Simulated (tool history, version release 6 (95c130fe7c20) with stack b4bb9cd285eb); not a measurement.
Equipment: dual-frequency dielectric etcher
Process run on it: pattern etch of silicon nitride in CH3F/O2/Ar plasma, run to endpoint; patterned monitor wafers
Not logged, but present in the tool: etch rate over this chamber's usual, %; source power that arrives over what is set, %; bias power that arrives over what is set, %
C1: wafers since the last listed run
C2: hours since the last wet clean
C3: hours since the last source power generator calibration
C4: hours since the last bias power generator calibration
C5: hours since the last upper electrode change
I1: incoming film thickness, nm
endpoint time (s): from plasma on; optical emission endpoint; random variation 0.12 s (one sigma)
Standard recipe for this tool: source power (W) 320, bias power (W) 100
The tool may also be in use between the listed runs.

{"run": 1, "hour": 0.0, "source power (W)": 320, "bias power (W)": 100, "C1": 0, "C2": 146.4, "C3": 3184.7, "C4": 3365.6, "C5": 2656.6, "I1": 28.77, "endpoint time (s)": 39.4}
{"run": 2, "hour": 66.5, "source power (W)": 260, "bias power (W)": 100, "C1": 828, "C2": 212.9, "C3": 3251.2, "C4": 3432.1, "C5": 2723.1, "I1": 28.93, "endpoint time (s)": 43.2}
{"run": 3, "hour": 111.5, "source power (W)": 320, "bias power (W)": 100, "C1": 560, "C2": 257.9, "C3": 3296.2, "C4": 3477.1, "C5": 2768.1, "I1": 28.76, "endpoint time (s)": 39.4}
{"run": 4, "hour": 375.7, "source power (W)": 320, "bias power (W)": 100, "C1": 3289, "C2": 522.1, "C3": 3560.4, "C4": 3741.3, "C5": 3032.3, "I1": 28.73, "endpoint time (s)": 39.8}
{"hour": 436.1, "done": "wet clean of the chamber"}
{"run": 5, "hour": 451.2, "source power (W)": 320, "bias power (W)": 100, "C1": 641, "C2": 15.1, "C3": 3635.9, "C4": 3816.8, "C5": 3107.8, "I1": 28.87, "endpoint time (s)": 39.3}
{"run": 6, "hour": 547.6, "source power (W)": 270, "bias power (W)": 92, "C1": 1200, "C2": 111.5, "C3": 3732.3, "C4": 3913.2, "C5": 3204.2, "I1": 28.73, "endpoint time (s)": 43.8}
{"run": 7, "hour": 630.7, "source power (W)": 270, "bias power (W)": 92, "C1": 1034, "C2": 194.6, "C3": 3815.4, "C4": 3996.3, "C5": 3287.3, "I1": 28.77, "endpoint time (s)": 43.9}
{"run": 8, "hour": 713.6, "source power (W)": 270, "bias power (W)": 92, "C1": 1032, "C2": 277.5, "C3": 3898.3, "C4": 4079.2, "C5": 3370.2, "I1": 28.85, "endpoint time (s)": 44.3}
{"run": 9, "hour": 937.2, "source power (W)": 270, "bias power (W)": 100, "C1": 2784, "C2": 501.1, "C3": 4121.9, "C4": 4302.8, "C5": 3593.8, "I1": 28.57, "endpoint time (s)": 42.4}
{"run": 10, "hour": 1007.8, "source power (W)": 370, "bias power (W)": 100, "C1": 879, "C2": 571.7, "C3": 4192.5, "C4": 4373.4, "C5": 3664.4, "I1": 28.56, "endpoint time (s)": 37.3}
{"hour": 1101.9, "done": "bias power generator calibrated"}
{"hour": 1153.6, "done": "wet clean of the chamber"}
{"run": 11, "hour": 1232.6, "source power (W)": 370, "bias power (W)": 100, "C1": 2450, "C2": 79.0, "C3": 4417.3, "C4": 130.7, "C5": 3889.2, "I1": 28.95, "endpoint time (s)": 37.2}
{"run": 12, "hour": 1274.0, "source power (W)": 370, "bias power (W)": 100, "C1": 515, "C2": 120.4, "C3": 4458.7, "C4": 172.1, "C5": 3930.6, "I1": 28.65, "endpoint time (s)": 36.8}
{"run": 13, "hour": 1327.5, "source power (W)": 320, "bias power (W)": 111, "C1": 666, "C2": 173.9, "C3": 4512.2, "C4": 225.6, "C5": 3984.1, "I1": 28.55, "endpoint time (s)": 37.1}
{"run": 14, "hour": 1412.7, "source power (W)": 320, "bias power (W)": 111, "C1": 1060, "C2": 259.1, "C3": 4597.4, "C4": 310.8, "C5": 4069.3, "I1": 29.04, "endpoint time (s)": 37.9}
{"run": 15, "hour": 1462.2, "source power (W)": 320, "bias power (W)": 100, "C1": 616, "C2": 308.6, "C3": 4646.9, "C4": 360.3, "C5": 4118.8, "I1": 28.69, "endpoint time (s)": 39.6}
{"hour": 1483.0, "done": "source power generator calibrated"}
{"hour": 1534.0, "done": "upper electrode replaced"}
{"run": 16, "hour": 1534.5, "source power (W)": 320, "bias power (W)": 100, "C1": 551, "C2": 380.9, "C3": 51.5, "C4": 432.6, "C5": 0.5, "I1": 28.76, "endpoint time (s)": 38.6}
{"run": 17, "hour": 1606.8, "source power (W)": 360, "bias power (W)": 100, "C1": 900, "C2": 453.2, "C3": 123.8, "C4": 504.9, "C5": 72.8, "I1": 28.92, "endpoint time (s)": 37.3}
{"run": 18, "hour": 1697.8, "source power (W)": 350, "bias power (W)": 121, "C1": 1133, "C2": 544.2, "C3": 214.8, "C4": 595.9, "C5": 163.8, "I1": 28.76, "endpoint time (s)": 34.5}
{"run": 19, "hour": 1804.8, "source power (W)": 390, "bias power (W)": 100, "C1": 1332, "C2": 651.2, "C3": 321.8, "C4": 702.9, "C5": 270.8, "I1": 28.82, "endpoint time (s)": 36.4}
{"hour": 1840.5, "done": "wet clean of the chamber"}
{"run": 20, "hour": 1870.7, "source power (W)": 320, "bias power (W)": 112, "C1": 521, "C2": 30.2, "C3": 387.7, "C4": 768.8, "C5": 336.7, "I1": 28.66, "endpoint time (s)": 36.2}
{"run": 21, "hour": 1981.2, "source power (W)": 240, "bias power (W)": 87, "C1": 1375, "C2": 140.7, "C3": 498.2, "C4": 879.3, "C5": 447.2, "I1": 28.6, "endpoint time (s)": 46.6}
{"run": 22, "hour": 2060.1, "source power (W)": 320, "bias power (W)": 89, "C1": 982, "C2": 219.6, "C3": 577.1, "C4": 958.2, "C5": 526.1, "I1": 28.76, "endpoint time (s)": 40.7}
{"run": 23, "hour": 2099.6, "source power (W)": 340, "bias power (W)": 100, "C1": 491, "C2": 259.1, "C3": 616.6, "C4": 997.7, "C5": 565.6, "I1": 28.73, "endpoint time (s)": 37.6}
{"run": 24, "hour": 2197.0, "source power (W)": 380, "bias power (W)": 87, "C1": 1212, "C2": 356.5, "C3": 714.0, "C4": 1095.1, "C5": 663.0, "I1": 28.73, "endpoint time (s)": 38.7}
{"run": 25, "hour": 2266.0, "source power (W)": 300, "bias power (W)": 94, "C1": 859, "C2": 425.5, "C3": 783.0, "C4": 1164.1, "C5": 732.0, "I1": 28.9, "endpoint time (s)": 41.5}
{"run": 26, "hour": 2368.7, "source power (W)": 250, "bias power (W)": 81, "C1": 1278, "C2": 528.2, "C3": 885.7, "C4": 1266.8, "C5": 834.7, "I1": 28.7, "endpoint time (s)": 48.2}
{"hour": 2431.2, "done": "wet clean of the chamber"}
{"run": 27, "hour": 2447.8, "source power (W)": 350, "bias power (W)": 119, "C1": 686, "C2": 16.6, "C3": 964.8, "C4": 1345.9, "C5": 913.8, "I1": 28.79, "endpoint time (s)": 34.4}
{"run": 28, "hour": 2514.0, "source power (W)": 320, "bias power (W)": 124, "C1": 824, "C2": 82.8, "C3": 1031.0, "C4": 1412.1, "C5": 980.0, "I1": 28.89, "endpoint time (s)": 35.3}
{"run": 29, "hour": 2613.7, "source power (W)": 240, "bias power (W)": 87, "C1": 1241, "C2": 182.5, "C3": 1130.7, "C4": 1511.8, "C5": 1079.7, "I1": 28.81, "endpoint time (s)": 46.7}
{"run": 30, "hour": 2691.3, "source power (W)": 320, "bias power (W)": 100, "C1": 966, "C2": 260.1, "C3": 1208.3, "C4": 1589.4, "C5": 1157.3, "I1": 28.8, "endpoint time (s)": 39.0}
{"run": 31, "hour": 2753.8, "source power (W)": 320, "bias power (W)": 120, "C1": 778, "C2": 322.6, "C3": 1270.8, "C4": 1651.9, "C5": 1219.8, "I1": 28.6, "endpoint time (s)": 35.6}
{"run": 32, "hour": 2794.4, "source power (W)": 350, "bias power (W)": 82, "C1": 505, "C2": 363.2, "C3": 1311.4, "C4": 1692.5, "C5": 1260.4, "I1": 28.52, "endpoint time (s)": 41.1}
{"run": 33, "hour": 2927.2, "source power (W)": 380, "bias power (W)": 81, "C1": 1653, "C2": 496.0, "C3": 1444.2, "C4": 1825.3, "C5": 1393.2, "I1": 28.8, "endpoint time (s)": 40.3}
{"hour": 3030.3, "done": "wet clean of the chamber"}
{"run": 34, "hour": 3030.8, "source power (W)": 350, "bias power (W)": 82, "C1": 991, "C2": 0.5, "C3": 1547.8, "C4": 1928.9, "C5": 1496.8, "I1": 28.99, "endpoint time (s)": 41.5}
{"run": 35, "hour": 3065.1, "source power (W)": 290, "bias power (W)": 100, "C1": 427, "C2": 34.8, "C3": 1582.1, "C4": 1963.2, "C5": 1531.1, "I1": 28.7, "endpoint time (s)": 40.4}

List, for all runs, the conditions of the tool that the log does not record:
bias power that arrives over what is set, %: 0 in every run
H1: etch rate over this chamber's usual, %
H2: source power that arrives over what is set, %
run=1 H1=-0.933 H2=-4.74
run=2 H1=-1.17 H2=-4.77
run=3 H1=-1.33 H2=-4.79
run=4 H1=-2.28 H2=-4.88
run=5 H1=-0.167 H2=-4.91
run=6 H1=-0.514 H2=-4.94
run=7 H1=-0.813 H2=-4.96
run=8 H1=-1.11 H2=-4.99
run=9 H1=-1.92 H2=-5.04
run=10 H1=-2.17 H2=-5.06
run=11 H1=-0.108 H2=-5.1
run=12 H1=-0.257 H2=-5.11
run=13 H1=-0.45 H2=-5.12
run=14 H1=-0.756 H2=-5.14
run=15 H1=-0.934 H2=-5.14
run=16 H1=-1.19 H2=0.189
run=17 H1=-1.45 H2=-0.0463
run=18 H1=-1.78 H2=-0.327
run=19 H1=-2.17 H2=-0.637
run=20 H1=0.127 H2=-0.817
run=21 H1=-0.27 H2=-1.1
run=22 H1=-0.554 H2=-1.29
run=23 H1=-0.696 H2=-1.39
run=24 H1=-1.05 H2=-1.6
run=25 H1=-1.3 H2=-1.75
run=26 H1=-1.66 H2=-1.95
run=27 H1=0.422 H2=-2.1
run=28 H1=0.184 H2=-2.22
run=29 H1=-0.175 H2=-2.39
run=30 H1=-0.454 H2=-2.51
run=31 H1=-0.679 H2=-2.61
run=32 H1=-0.825 H2=-2.67
run=33 H1=-1.3 H2=-2.86
run=34 H1=-0.0909 H2=-2.99
run=35 H1=-0.214 H2=-3.03

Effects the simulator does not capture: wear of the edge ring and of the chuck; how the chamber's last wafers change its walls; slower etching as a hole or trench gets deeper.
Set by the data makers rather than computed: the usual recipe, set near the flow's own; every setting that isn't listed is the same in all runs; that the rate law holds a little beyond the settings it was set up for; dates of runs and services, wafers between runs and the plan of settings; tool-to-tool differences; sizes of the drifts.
